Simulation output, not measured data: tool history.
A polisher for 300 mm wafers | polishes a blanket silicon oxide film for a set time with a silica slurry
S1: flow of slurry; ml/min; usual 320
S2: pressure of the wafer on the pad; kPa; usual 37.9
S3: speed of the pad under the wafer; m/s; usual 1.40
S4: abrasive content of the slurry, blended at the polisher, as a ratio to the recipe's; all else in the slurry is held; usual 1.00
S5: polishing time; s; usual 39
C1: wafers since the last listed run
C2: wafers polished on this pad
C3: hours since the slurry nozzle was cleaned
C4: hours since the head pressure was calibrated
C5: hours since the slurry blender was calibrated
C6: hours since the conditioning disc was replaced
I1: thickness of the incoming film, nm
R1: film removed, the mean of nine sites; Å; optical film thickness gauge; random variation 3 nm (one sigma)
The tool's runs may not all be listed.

Run 1, day 0.000: usual settings but S1 250 ml/min; C1 0; C2 43; C3 323.4; C4 623.0; C5 123.4; C6 182.9; I1 1181.4. Result: R1 1918 Å.
Run 2, day 0.346: usual settings; C1 129; C2 173; C3 331.7; C4 631.3; C5 131.7; C6 191.2; I1 1179.4. Result: R1 1905 Å.
Run 3, day 0.975: usual settings; C1 236; C2 410; C3 346.8; C4 646.4; C5 146.8; C6 206.3; I1 1167.1. Result: R1 1882 Å.
Run 4, day 1.475: usual settings; C1 187; C2 598; C3 358.8; C4 658.4; C5 158.8; C6 218.3; I1 1165.3. Result: R1 1783 Å.
Run 5, day 1.967: usual settings; C1 184; C2 782; C3 370.6; C4 670.2; C5 170.6; C6 230.1; I1 1183.4. Result: R1 1798 Å.
Run 6, day 2.300: usual settings but S3 1.16 m/s; C1 125; C2 907; C3 378.6; C4 678.2; C5 178.6; C6 238.1; I1 1137.5. Result: R1 1523 Å.
Run 7, day 2.733: usual settings; C1 162; C2 1070; C3 389.0; C4 688.6; C5 189.0; C6 248.5; I1 1146.5. Result: R1 1763 Å.
Run 8, day 3.242: usual settings; C1 190; C2 1261; C3 401.2; C4 700.8; C5 201.2; C6 260.7; I1 1159.6. Result: R1 1705 Å.
At day 3.671: worn pad replaced by a new one.
Run 9, day 3.879: usual settings; C1 176; C2 78; C3 416.5; C4 716.1; C5 216.5; C6 276.0; I1 1170.5. Result: R1 1756 Å.
At day 4.667: slurry blender recalibrated.
Run 10, day 5.996: usual settings but S2 47.6 kPa, S3 1.00 m/s; C1 763; C2 842; C3 467.3; C4 766.9; C5 31.9; C6 326.8; I1 1153.4. Result: R1 1953 Å.
Run 11, day 6.612: usual settings but S2 33.1 kPa, S5 33 s; C1 231; C2 1074; C3 482.1; C4 781.7; C5 46.7; C6 341.6; I1 1171.3. Result: R1 1465 Å.
At day 6.696: conditioning disc replaced and pad reconditioned.
At day 7.188: worn pad replaced by a new one.
Run 12, day 7.308: usual settings but S2 50.3 kPa, S4 1.15; C1 167; C2 46; C3 498.8; C4 798.4; C5 63.4; C6 14.7; I1 1169.8. Result: R1 2972 Å.
Run 13, day 7.967: usual settings but S2 42.1 kPa, S3 1.02 m/s, S4 1.10, S5 50 s; C1 247; C2 293; C3 514.6; C4 814.2; C5 79.2; C6 30.5; I1 1176.9. Result: R1 2325 Å.
Run 14, day 8.433: usual settings; C1 175; C2 468; C3 525.8; C4 825.4; C5 90.4; C6 41.7; I1 1161.3. Result: R1 1958 Å.
At day 8.754: head pressure recalibrated.
Run 15, day 8.775: usual settings but S3 1.54 m/s, S4 1.20; C1 97; C2 565; C3 534.0; C4 0.5; C5 98.6; C6 49.9; I1 1143.9. Result: R1 2267 Å.
At day 9.033: slurry nozzle cleaned.
Run 16, day 9.079: usual settings but S1 385 ml/min, S3 1.16 m/s, S4 0.90, S5 51 s; C1 98; C2 664; C3 1.1; C4 7.8; C5 105.9; C6 57.2; I1 1183.4. Result: R1 2044 Å.
Run 17, day 9.496: usual settings but S1 250 ml/min, S2 42.1 kPa, S3 1.28 m/s, S5 35 s; C1 156; C2 820; C3 11.1; C4 17.8; C5 115.9; C6 67.2; I1 1146.8. Result: R1 1692 Å.
Run 18, day 9.762: usual settings; C1 100; C2 921; C3 17.5; C4 24.2; C5 122.3; C6 73.6; I1 1136.4. Result: R1 1880 Å.
Run 19, day 10.225: usual settings but S4 1.25, S5 46 s; C1 173; C2 1094; C3 28.6; C4 35.3; C5 133.4; C6 84.7; I1 1161.6. Result: R1 2463 Å.
At day 10.417: worn pad replaced by a new one.
Run 20, day 10.683: usual settings but S1 365 ml/min, S5 28 s; C1 109; C2 100; C3 39.6; C4 46.3; C5 144.4; C6 95.7; I1 1164.8. Result: R1 1382 Å.
Run 21, day 11.225: usual settings but S2 49.6 kPa, S5 52 s; C1 203; C2 303; C3 52.6; C4 59.3; C5 157.4; C6 108.7; I1 1160.7. Result: R1 3203 Å.
Run 22, day 11.600: usual settings; C1 140; C2 444; C3 61.6; C4 68.3; C5 166.4; C6 117.7; I1 1165.7. Result: R1 1801 Å.
Run 23, day 12.067: usual settings but S4 1.15, S5 30 s; C1 175; C2 620; C3 72.8; C4 79.5; C5 177.6; C6 128.9; I1 1149.7. Result: R1 1501 Å.
Run 24, day 12.325: usual settings but S1 365 ml/min, S3 1.20 m/s, S4 1.15, S5 48 s; C1 97; C2 717; C3 79.0; C4 85.7; C5 183.8; C6 135.1; I1 1155.8. Result: R1 2059 Å.
Run 25, day 12.954: usual settings but S1 415 ml/min, S4 1.15, S5 52 s; C1 236; C2 953; C3 94.1; C4 100.8; C5 198.9; C6 150.2; I1 1167.9. Result: R1 2557 Å.
Run 26, day 13.300: usual settings but S5 46 s; C1 129; C2 1083; C3 102.4; C4 109.1; C5 207.2; C6 158.5; I1 1171.7. Result: R1 2028 Å.

4 ways to go on from here, each from the tool as it stands after run 26. What would each give?
Run A, day 13.317: usual settings but S5 49 s; C1 6; C2 1089; C3 102.8; C4 109.5; C5 207.6; C6 158.9; I1 1156.7. Result: R1 ?.
Run B, day 13.317: usual settings but S2 47.6 kPa, S4 0.85, S5 49 s; C1 6; C2 1089; C3 102.8; C4 109.5; C5 207.6; C6 158.9; I1 1156.7. Result: R1 ?.
Run C, day 13.317: usual settings but S1 415 ml/min; C1 6; C2 1089; C3 102.8; C4 109.5; C5 207.6; C6 158.9; I1 1156.7. Result: R1 ?.
Run D, day 13.317: usual settings but S3 1.78 m/s, S4 1.25, S5 33 s; C1 6; C2 1089; C3 102.8; C4 109.5; C5 207.6; C6 158.9; I1 1156.7. Result: R1 ?.

run    R1
  A  2146
  B  2386
  C  1738
  D  1999
Without the tool's hidden state the same runs would have given:
run    R1
  A  2723
  B  3085
  C  2205
  D  2476

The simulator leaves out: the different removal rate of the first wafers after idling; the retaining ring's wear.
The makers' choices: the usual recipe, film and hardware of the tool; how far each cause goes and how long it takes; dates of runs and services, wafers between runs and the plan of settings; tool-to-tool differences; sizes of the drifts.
